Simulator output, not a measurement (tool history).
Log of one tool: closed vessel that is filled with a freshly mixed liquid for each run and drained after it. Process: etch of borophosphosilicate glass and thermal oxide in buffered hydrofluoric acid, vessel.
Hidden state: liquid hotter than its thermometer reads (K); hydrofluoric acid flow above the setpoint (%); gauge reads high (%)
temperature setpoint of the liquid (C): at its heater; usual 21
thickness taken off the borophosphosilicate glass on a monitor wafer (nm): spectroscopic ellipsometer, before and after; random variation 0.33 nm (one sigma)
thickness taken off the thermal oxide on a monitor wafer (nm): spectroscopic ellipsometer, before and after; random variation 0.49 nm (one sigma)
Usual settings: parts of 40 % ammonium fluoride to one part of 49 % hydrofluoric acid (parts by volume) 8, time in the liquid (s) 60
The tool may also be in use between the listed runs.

run    hour  temperature setpoint of the liquid (C)  parts of 40 % ammonium fluoride to one part of 49 % hydrofluoric acid (parts by volume)  time in the liquid (s)  wafers since the last listed run  hours since the thermometer was replaced  hours since the hydrofluoric acid flow meter was replaced  hours since the gauge calibration  read-back film thickness of the borophosphosilicate glass reference wafer, read on the same gauge (nm)  read-back film thickness of the thermal oxide reference wafer, read on the same gauge (nm)  thickness taken off the borophosphosilicate glass on a monitor wafer (nm)  thickness taken off the thermal oxide on a monitor wafer (nm)
  1       0                                      22                                                                                        8                      75                                 0                                     727.9                                                       1670                              631.8                                                                                                      50                                                                                       30.02                                                                     104.51                                                          89.53
  2    45.4                                      21                                                                                      9.5                      60                              5092                                     773.3                                                     1715.4                              677.2                                                                                                      50                                                                                       30.02                                                                      67.17                                                          57.87
  3   112.4                                      21                                                                                        8                      60                              7515                                     840.3                                                     1782.4                              744.2                                                                                                      50                                                                                       30.01                                                                      78.86                                                          67.75
  4   180.7                                      17                                                                                        8                      60                              7661                                     908.6                                                     1850.7                              812.5                                                                                                   50.01                                                                                       30.01                                                                      63.45                                                          54.63
  5   282.3                                      21                                                                                        8                      60                             11396                                    1010.2                                                     1952.3                              914.1                                                                                                   50.02                                                                                       30.02                                                                      79.84                                                          68.89
  6     379                                      21                                                                                        8                      60                             10846                                    1106.9                                                       2049                             1010.8                                                                                                   50.01                                                                                       29.98                                                                      80.09                                                           68.9
  7   433.3                                      21                                                                                        8                      85                              6090                                    1161.2                                                     2103.3                             1065.1                                                                                                      50                                                                                          30                                                                     113.67                                                          99.27
  8   540.4                                    23.5                                                                                      5.5                      60                             12013                                    1268.3                                                     2210.4                             1172.2                                                                                                      50                                                                                          30                                                                     132.16                                                         111.97
      593.1  -- hydrofluoric acid flow meter replaced
        606  -- gauge calibrated
  9   731.9                                      24                                                                                        9                      30                             21368                                    1459.8                                                      138.8                              125.9                                                                                                   49.98                                                                                       30.01                                                                      42.02                                                          36.22
        772  -- thermometer replaced
 10   830.2                                      21                                                                                     10.5                      60                             10914                                      58.2                                                      237.1                              224.2                                                                                                      50                                                                                       29.99                                                                      60.06                                                          51.91
 11     889                                      18                                                                                      6.5                      60                              6595                                       117                                                      295.9                                283                                                                                                   50.01                                                                                       30.03                                                                      81.28                                                          68.64
 12   986.4                                      21                                                                                        8                      60                             10925                                     214.4                                                      393.3                              380.4                                                                                                   50.03                                                                                       29.98                                                                      76.85                                                          66.24
 13  1036.9                                    19.5                                                                                        8                      60                              5664                                     264.9                                                      443.8                              430.9                                                                                                   49.98                                                                                          30                                                                      70.81                                                          62.08
 14  1124.5                                      21                                                                                        8                      60                              9826                                     352.5                                                      531.4                              518.5                                                                                                      50                                                                                          30                                                                      77.11                                                          67.63
 15  1214.7                                    17.5                                                                                     10.5                      60                             10117                                     442.7                                                      621.6                              608.7                                                                                                      50                                                                                       30.01                                                                      49.95                                                          43.35

Forecast each of these 4 alternatives for the next run:
  A  1215.4                                      21                                                                                        8                      60                                78                                     443.4                                                      622.3                              609.4                                                                                                       ?                                                                                           ?                                                                          ?                                                              ?
  B  1215.4                                      17                                                                                        5                      85                                78                                     443.4                                                      622.3                              609.4                                                                                                       ?                                                                                           ?                                                                          ?                                                              ?
  C  1215.4                                    25.5                                                                                      6.5                      45                                78                                     443.4                                                      622.3                              609.4                                                                                                       ?                                                                                           ?                                                                          ?                                                              ?
  D  1215.4                                    22.5                                                                                        8                      85                                78                                     443.4                                                      622.3                              609.4                                                                                                       ?                                                                                           ?                                                                          ?                                                              ?

run  read-back film thickness of the borophosphosilicate glass reference wafer, read on the same gauge (nm)  read-back film thickness of the thermal oxide reference wafer, read on the same gauge (nm)  thickness taken off the borophosphosilicate glass on a monitor wafer (nm)  thickness taken off the thermal oxide on a monitor wafer (nm)
  A                                                                                                   49.98                                                                                       29.99                                                                      77.66                                                          67.15
  B                                                                                                   49.98                                                                                       29.99                                                                     137.47                                                         117.15
  C                                                                                                   49.98                                                                                       29.99                                                                       91.7                                                          79.31
  D                                                                                                   49.98                                                                                       29.99                                                                     119.37                                                         103.33
Without the tool's hidden state the same runs would have given:
run  thickness taken off the borophosphosilicate glass on a monitor wafer (nm)  thickness taken off the thermal oxide on a monitor wafer (nm)
  A                                                                      75.73                                                          65.46
  B                                                                     133.99                                                         114.13
  C                                                                      89.49                                                          77.37
  D                                                                     116.43                                                         100.75
